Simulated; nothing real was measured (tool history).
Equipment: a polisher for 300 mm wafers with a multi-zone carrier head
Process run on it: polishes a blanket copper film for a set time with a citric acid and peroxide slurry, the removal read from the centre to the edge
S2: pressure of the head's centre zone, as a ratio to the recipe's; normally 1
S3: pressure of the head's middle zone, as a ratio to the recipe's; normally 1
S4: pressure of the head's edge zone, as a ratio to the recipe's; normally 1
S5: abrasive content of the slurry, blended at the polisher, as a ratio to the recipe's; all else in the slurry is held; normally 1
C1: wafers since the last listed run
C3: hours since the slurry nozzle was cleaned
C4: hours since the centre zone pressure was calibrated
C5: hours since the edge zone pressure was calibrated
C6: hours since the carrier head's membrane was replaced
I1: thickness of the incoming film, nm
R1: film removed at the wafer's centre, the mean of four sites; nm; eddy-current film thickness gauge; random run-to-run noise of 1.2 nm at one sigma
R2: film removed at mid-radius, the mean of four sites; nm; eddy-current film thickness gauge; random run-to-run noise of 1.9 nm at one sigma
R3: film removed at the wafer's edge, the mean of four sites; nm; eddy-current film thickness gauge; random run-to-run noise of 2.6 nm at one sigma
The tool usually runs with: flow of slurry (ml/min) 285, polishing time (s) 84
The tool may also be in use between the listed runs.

{"run": 1, "hour": 0.0, "flow of slurry (ml/min)": 285, "S2": 1, "S3": 1, "S4": 1, "S5": 1, "polishing time (s)": 84, "C1": 0, "wafers polished on this pad": 2506, "C3": 667.5, "C4": 1195.8, "C5": 398.1, "C6": 55.2, "I1": 1176.1, "R1": 171, "R2": 175.7, "R3": 177.9}
{"hour": 27.4, "done": "slurry nozzle cleaned"}
{"run": 2, "hour": 57.8, "flow of slurry (ml/min)": 285, "S2": 1, "S3": 1, "S4": 1, "S5": 1, "polishing time (s)": 84, "C1": 717, "wafers polished on this pad": 3224, "C3": 30.4, "C4": 1253.6, "C5": 455.9, "C6": 113, "I1": 1159.5, "R1": 171.9, "R2": 169.2, "R3": 173.6}
{"hour": 72.0, "done": "worn pad replaced by a new one"}
{"hour": 72.2, "done": "centre zone pressure recalibrated"}
{"run": 3, "hour": 119.3, "flow of slurry (ml/min)": 285, "S2": 1, "S3": 1, "S4": 1, "S5": 1, "polishing time (s)": 84, "C1": 724, "wafers polished on this pad": 595, "C3": 91.9, "C4": 47.1, "C5": 517.4, "C6": 174.5, "I1": 1197.1, "R1": 171.1, "R2": 174.4, "R3": 176.3}
{"run": 4, "hour": 214.6, "flow of slurry (ml/min)": 285, "S2": 1, "S3": 1, "S4": 1, "S5": 1, "polishing time (s)": 101, "C1": 1204, "wafers polished on this pad": 1799, "C3": 187.2, "C4": 142.4, "C5": 612.7, "C6": 269.8, "I1": 1169.7, "R1": 208.6, "R2": 209.3, "R3": 210.4}
{"hour": 271.9, "done": "edge zone pressure recalibrated"}
{"run": 5, "hour": 272.8, "flow of slurry (ml/min)": 285, "S2": 1, "S3": 1, "S4": 1, "S5": 1, "polishing time (s)": 84, "C1": 710, "wafers polished on this pad": 2509, "C3": 245.4, "C4": 200.6, "C5": 0.9, "C6": 328, "I1": 1168.2, "R1": 169.9, "R2": 173.4, "R3": 174.7}
{"run": 6, "hour": 337.3, "flow of slurry (ml/min)": 285, "S2": 1, "S3": 0.94, "S4": 0.95, "S5": 0.75, "polishing time (s)": 59, "C1": 815, "wafers polished on this pad": 3325, "C3": 309.9, "C4": 265.1, "C5": 65.4, "C6": 392.5, "I1": 1189.3, "R1": 106.8, "R2": 103, "R3": 109.1}
{"hour": 375.1, "done": "worn pad replaced by a new one"}
{"hour": 392.0, "done": "carrier head's membrane replaced by a new one"}
{"run": 7, "hour": 403.9, "flow of slurry (ml/min)": 350, "S2": 1, "S3": 1, "S4": 1, "S5": 0.7, "polishing time (s)": 84, "C1": 728, "wafers polished on this pad": 300, "C3": 376.5, "C4": 331.7, "C5": 132, "C6": 11.9, "I1": 1182.1, "R1": 150.3, "R2": 152.9, "R3": 149.3}
{"run": 8, "hour": 465.6, "flow of slurry (ml/min)": 245, "S2": 1, "S3": 1, "S4": 1, "S5": 1.25, "polishing time (s)": 84, "C1": 779, "wafers polished on this pad": 1080, "C3": 438.2, "C4": 393.4, "C5": 193.7, "C6": 73.6, "I1": 1150.5, "R1": 181.7, "R2": 182.5, "R3": 189.7}
{"run": 9, "hour": 499.6, "flow of slurry (ml/min)": 285, "S2": 1.06, "S3": 1, "S4": 1.04, "S5": 1, "polishing time (s)": 108, "C1": 429, "wafers polished on this pad": 1510, "C3": 472.2, "C4": 427.4, "C5": 227.7, "C6": 107.6, "I1": 1182.3, "R1": 233.4, "R2": 222.3, "R3": 233}
{"run": 10, "hour": 541.4, "flow of slurry (ml/min)": 285, "S2": 1, "S3": 1, "S4": 1, "S5": 1, "polishing time (s)": 84, "C1": 528, "wafers polished on this pad": 2038, "C3": 514, "C4": 469.2, "C5": 269.5, "C6": 149.4, "I1": 1189.4, "R1": 170.7, "R2": 171.6, "R3": 179}
{"run": 11, "hour": 582.3, "flow of slurry (ml/min)": 285, "S2": 1, "S3": 1, "S4": 1, "S5": 1, "polishing time (s)": 84, "C1": 516, "wafers polished on this pad": 2555, "C3": 554.9, "C4": 510.1, "C5": 310.4, "C6": 190.3, "I1": 1173.3, "R1": 168.9, "R2": 172, "R3": 177.8}
{"run": 12, "hour": 653.6, "flow of slurry (ml/min)": 285, "S2": 1, "S3": 1, "S4": 0.89, "S5": 1, "polishing time (s)": 106, "C1": 901, "wafers polished on this pad": 3456, "C3": 626.2, "C4": 581.4, "C5": 381.7, "C6": 261.6, "I1": 1165.7, "R1": 213.1, "R2": 217.1, "R3": 209.6}
{"hour": 719.5, "done": "worn pad replaced by a new one"}
{"run": 13, "hour": 725.5, "flow of slurry (ml/min)": 285, "S2": 1, "S3": 1, "S4": 1, "S5": 1, "polishing time (s)": 84, "C1": 858, "wafers polished on this pad": 75, "C3": 698.1, "C4": 653.3, "C5": 453.6, "C6": 333.5, "I1": 1164.2, "R1": 171.3, "R2": 173.8, "R3": 175.2}
{"run": 14, "hour": 787.3, "flow of slurry (ml/min)": 255, "S2": 1, "S3": 1.07, "S4": 1.12, "S5": 1.15, "polishing time (s)": 84, "C1": 781, "wafers polished on this pad": 857, "C3": 759.9, "C4": 715.1, "C5": 515.4, "C6": 395.3, "I1": 1156.8, "R1": 177.6, "R2": 190.2, "R3": 194.1}
{"hour": 804.7, "done": "slurry nozzle cleaned"}
{"run": 15, "hour": 816.6, "flow of slurry (ml/min)": 285, "S2": 1, "S3": 1, "S4": 1.03, "S5": 1, "polishing time (s)": 66, "C1": 357, "wafers polished on this pad": 1214, "C3": 11.9, "C4": 744.4, "C5": 544.7, "C6": 424.6, "I1": 1172.9, "R1": 133.6, "R2": 134, "R3": 142.7}
{"hour": 860.6, "done": "edge zone pressure recalibrated"}
{"run": 16, "hour": 932.7, "flow of slurry (ml/min)": 285, "S2": 1, "S3": 1, "S4": 1, "S5": 1, "polishing time (s)": 84, "C1": 1442, "wafers polished on this pad": 2656, "C3": 128, "C4": 860.5, "C5": 72.1, "C6": 540.7, "I1": 1171.9, "R1": 170.9, "R2": 171.9, "R3": 174.1}
{"run": 17, "hour": 962.5, "flow of slurry (ml/min)": 285, "S2": 1, "S3": 1, "S4": 1, "S5": 1, "polishing time (s)": 84, "C1": 376, "wafers polished on this pad": 3033, "C3": 157.8, "C4": 890.3, "C5": 101.9, "C6": 570.5, "I1": 1192.6, "R1": 173.2, "R2": 173.5, "R3": 172.5}
{"hour": 971.7, "done": "carrier head's membrane replaced by a new one"}
{"hour": 995.3, "done": "worn pad replaced by a new one"}
{"run": 18, "hour": 995.8, "flow of slurry (ml/min)": 195, "S2": 0.92, "S3": 1, "S4": 1, "S5": 0.8, "polishing time (s)": 84, "C1": 307, "wafers polished on this pad": 6, "C3": 191.1, "C4": 923.6, "C5": 135.2, "C6": 24.1, "I1": 1174.2, "R1": 137.8, "R2": 152.6, "R3": 158}
{"run": 19, "hour": 1048.7, "flow of slurry (ml/min)": 285, "S2": 1, "S3": 1, "S4": 1, "S5": 1, "polishing time (s)": 93, "C1": 668, "wafers polished on this pad": 675, "C3": 244, "C4": 976.5, "C5": 188.1, "C6": 77, "I1": 1182.3, "R1": 189.2, "R2": 187.7, "R3": 190.9}
{"run": 20, "hour": 1087.6, "flow of slurry (ml/min)": 230, "S2": 1.05, "S3": 1, "S4": 0.96, "S5": 1, "polishing time (s)": 84, "C1": 491, "wafers polished on this pad": 1167, "C3": 282.9, "C4": 1015.4, "C5": 227, "C6": 115.9, "I1": 1152.8, "R1": 178, "R2": 168.4, "R3": 166.1}

Take each entry between the runs: how does the hidden state at the last listed run before it differ from the hidden state at the first listed run after it?
From run 1 to run 2: slurry nozzle cleaned (hour 27.4)
  nothing in the hidden state changes from one run to the other
From run 2 to run 3: worn pad replaced by a new one (hour 72); centre zone pressure recalibrated (hour 72.2)
  nothing in the hidden state changes from one run to the other
From run 4 to run 5: edge zone pressure recalibrated (hour 271.9)
  nothing in the hidden state changes from one run to the other
From run 6 to run 7: worn pad replaced by a new one (hour 375.1); carrier head's membrane replaced by a new one (hour 392)
  nothing in the hidden state changes from one run to the other
From run 12 to run 13: worn pad replaced by a new one (hour 719.5)
  nothing in the hidden state changes from one run to the other
From run 14 to run 15: slurry nozzle cleaned (hour 804.7)
  nothing in the hidden state changes from one run to the other
From run 15 to run 16: edge zone pressure recalibrated (hour 860.6)
  nothing in the hidden state changes from one run to the other
From run 17 to run 18: carrier head's membrane replaced by a new one (hour 971.7); worn pad replaced by a new one (hour 995.3)
  nothing in the hidden state changes from one run to the other

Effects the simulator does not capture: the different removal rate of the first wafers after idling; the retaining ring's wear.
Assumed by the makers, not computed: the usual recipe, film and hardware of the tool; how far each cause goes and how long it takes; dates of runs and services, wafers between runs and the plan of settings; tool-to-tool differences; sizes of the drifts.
